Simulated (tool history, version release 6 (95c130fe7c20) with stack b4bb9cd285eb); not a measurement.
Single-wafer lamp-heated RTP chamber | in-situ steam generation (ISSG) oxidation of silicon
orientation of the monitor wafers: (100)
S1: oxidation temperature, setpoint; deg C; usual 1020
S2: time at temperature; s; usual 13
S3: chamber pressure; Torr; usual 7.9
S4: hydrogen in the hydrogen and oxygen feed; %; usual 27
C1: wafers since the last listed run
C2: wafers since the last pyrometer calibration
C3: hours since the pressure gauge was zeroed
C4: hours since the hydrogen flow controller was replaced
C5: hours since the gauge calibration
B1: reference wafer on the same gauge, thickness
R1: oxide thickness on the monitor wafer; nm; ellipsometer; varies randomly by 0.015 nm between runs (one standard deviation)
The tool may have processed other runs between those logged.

| run | day | S1 | S2 | S3 | S4 | C1 | C2 | C3 | C4 | C5 | B1 | R1 |
|---|---|---|---|---|---|---|---|---|---|---|---|---|
| 1 | 0.000 | 1020 | 13 | 7.9 | 25 | 0 | 4634 | 2220.0 | 4922.0 | 273.0 | 5.562 | 4.685 |
|  | 0.925 | gauge calibrated |
| 2 | 0.946 | 1020 | 13 | 7.9 | 25 | 249 | 4883 | 2242.7 | 4944.7 | 0.5 | 5.565 | 4.692 |
| 3 | 1.679 | 1020 | 13 | 7.9 | 25 | 193 | 5077 | 2260.3 | 4962.3 | 18.1 | 5.560 | 4.706 |
| 4 | 2.333 | 1020 | 13 | 7.9 | 27 | 172 | 5249 | 2276.0 | 4978.0 | 33.8 | 5.561 | 4.843 |
| 5 | 3.392 | 1020 | 13 | 7.9 | 27 | 278 | 5528 | 2301.4 | 5003.4 | 59.2 | 5.566 | 4.825 |
| 6 | 4.433 | 1020 | 13 | 7.9 | 27 | 274 | 5803 | 2326.4 | 5028.4 | 84.2 | 5.567 | 4.840 |
| 7 | 5.192 | 1020 | 13 | 7.9 | 27 | 199 | 6002 | 2344.6 | 5046.6 | 102.4 | 5.563 | 4.845 |
| 8 | 6.233 | 1025 | 13 | 7.9 | 32 | 274 | 6277 | 2369.6 | 5071.6 | 127.4 | 5.560 | 5.170 |
| 9 | 7.400 | 1025 | 13 | 7.9 | 32 | 307 | 6585 | 2397.6 | 5099.6 | 155.4 | 5.559 | 5.207 |
| 10 | 8.383 | 1025 | 13 | 7.9 | 32 | 259 | 6844 | 2421.2 | 5123.2 | 179.0 | 5.565 | 5.168 |
|  | 9.058 | pyrometer window cleaned and pyrometer calibrated |
| 11 | 9.708 | 1020 | 13 | 7.9 | 27 | 261 | 171 | 2453.0 | 5155.0 | 210.8 | 5.566 | 4.775 |
| 12 | 10.596 | 1020 | 13 | 7.9 | 27 | 233 | 405 | 2474.3 | 5176.3 | 232.1 | 5.559 | 4.745 |
| 13 | 11.421 | 1020 | 13 | 7.9 | 23 | 217 | 623 | 2494.1 | 5196.1 | 251.9 | 5.564 | 4.558 |
|  | 11.800 | pressure gauge zeroed |
| 14 | 12.179 | 1037 | 13 | 7.9 | 31 | 112 | 735 | 9.1 | 5214.3 | 270.1 | 5.560 | 5.326 |
|  | 12.646 | gauge calibrated |
| 15 | 12.896 | 1020 | 13 | 7.5 | 27 | 188 | 923 | 26.3 | 5231.5 | 6.0 | 5.556 | 4.762 |
| 16 | 13.788 | 1020 | 13 | 7.9 | 25 | 235 | 1158 | 47.7 | 5252.9 | 27.4 | 5.566 | 4.631 |
| 17 | 14.508 | 1007 | 13 | 7.9 | 27 | 190 | 1348 | 65.0 | 5270.2 | 44.7 | 5.558 | 4.536 |
|  | 15.292 | hydrogen flow controller replaced |
| 18 | 15.900 | 1020 | 13 | 7.9 | 27 | 278 | 1627 | 98.4 | 14.6 | 78.1 | 5.561 | 4.767 |
| 19 | 16.958 | 1006 | 8 | 8.9 | 27 | 278 | 1906 | 123.8 | 40.0 | 103.5 | 5.556 | 3.633 |
| 20 | 17.988 | 1020 | 13 | 9.2 | 19 | 271 | 2178 | 148.5 | 64.7 | 128.2 | 5.564 | 4.314 |
| 21 | 18.912 | 1020 | 13 | 7.9 | 27 | 243 | 2422 | 170.7 | 86.9 | 150.4 | 5.551 | 4.779 |
| 22 | 20.362 | 1020 | 16 | 7.9 | 27 | 382 | 2804 | 205.5 | 121.7 | 185.2 | 5.565 | 5.251 |
| 23 | 21.712 | 1020 | 18 | 7.9 | 27 | 355 | 3160 | 237.9 | 154.1 | 217.6 | 5.559 | 5.563 |
| 24 | 23.062 | 1020 | 15 | 7.2 | 27 | 355 | 3515 | 270.3 | 186.5 | 250.0 | 5.558 | 5.066 |
| 25 | 23.633 | 1020 | 13 | 7.9 | 27 | 150 | 3666 | 284.0 | 200.2 | 263.7 | 5.558 | 4.787 |
| 26 | 24.246 | 1020 | 13 | 7.9 | 27 | 161 | 3827 | 298.7 | 214.9 | 278.4 | 5.554 | 4.798 |
| 27 | 24.833 | 1020 | 13 | 7.9 | 27 | 154 | 3982 | 312.8 | 229.0 | 292.5 | 5.561 | 4.766 |

Branching from run 27: 3 alternative next runs. What would each branch give?
| A | 24.854 | 1020 | 10 | 7.9 | 27 | 5 | 3988 | 313.3 | 229.5 | 293.0 | ? | ? |
| B | 24.854 | 1020 | 13 | 7.3 | 23 | 5 | 3988 | 313.3 | 229.5 | 293.0 | ? | ? |
| C | 24.854 | 1033 | 13 | 7.9 | 30 | 5 | 3988 | 313.3 | 229.5 | 293.0 | ? | ? |

| run | B1 | R1 |
|---|---|---|
| A | 5.559 | 4.244 |
| B | 5.559 | 4.568 |
| C | 5.559 | 5.194 |
Had the tool no hidden state, the same runs would have come out as:
| run | R1 |
|---|---|
| A | 4.214 |
| B | 4.532 |
| C | 5.150 |
